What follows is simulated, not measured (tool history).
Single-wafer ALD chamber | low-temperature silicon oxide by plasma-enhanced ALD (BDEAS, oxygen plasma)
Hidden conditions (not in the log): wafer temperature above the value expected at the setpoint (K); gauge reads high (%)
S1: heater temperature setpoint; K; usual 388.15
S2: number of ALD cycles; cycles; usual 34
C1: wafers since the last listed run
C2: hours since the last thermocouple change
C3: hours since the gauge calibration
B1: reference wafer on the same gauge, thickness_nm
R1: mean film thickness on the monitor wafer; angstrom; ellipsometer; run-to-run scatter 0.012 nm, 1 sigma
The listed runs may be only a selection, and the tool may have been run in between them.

run,hour,S1,S2,C1,C2,C3,B1,R1
1,0,388.15,39,0,2397.2,63.6,5.609,55.19
2,17.5,388.15,39,126,2414.7,81.1,5.615,54.62
3,28.5,388.15,31,79,2425.7,92.1,5.607,43.61
4,43.3,388.15,34,107,2440.5,106.9,5.61,47.94
5,59.9,388.15,34,120,2457.1,123.5,5.616,47.92
6,69.2,388.15,34,67,2466.4,132.8,5.617,48.02
7,75.9,388.15,34,48,2473.1,139.5,5.609,47.84
# hour 85.4: gauge calibrated
# hour 87.6: thermocouple changed; heater temperature recalibrated
8,88.5,388.15,34,33,0.9,3.1,5.608,47.67
9,95.1,381.15,31,47,7.5,9.7,5.612,43.99
10,102.4,379.15,37,52,14.8,17,5.608,52.58
11,138.9,388.15,41,264,51.3,53.5,5.61,57.7
12,156.4,394.15,40,126,68.8,71,5.618,55.91
13,165.4,382.15,28,65,77.8,80,5.608,39.84
14,172.4,378.15,34,50,84.8,87,5.612,48.61
15,180.2,388.15,27,56,92.6,94.8,5.606,37.97
16,203.4,388.15,34,168,115.8,118,5.616,47.89
# hour 203.4: gauge calibrated
17,229.6,388.15,34,189,142,26.2,5.611,48.04
18,243.1,383.15,31,97,155.5,39.7,5.609,44.03
19,260.9,401.15,37,128,173.3,57.5,5.612,50.95

Hidden state, per run?
wafer temperature above the value expected at the setpoint (K): 0 in every run
gauge reads high (%): 0 in every run
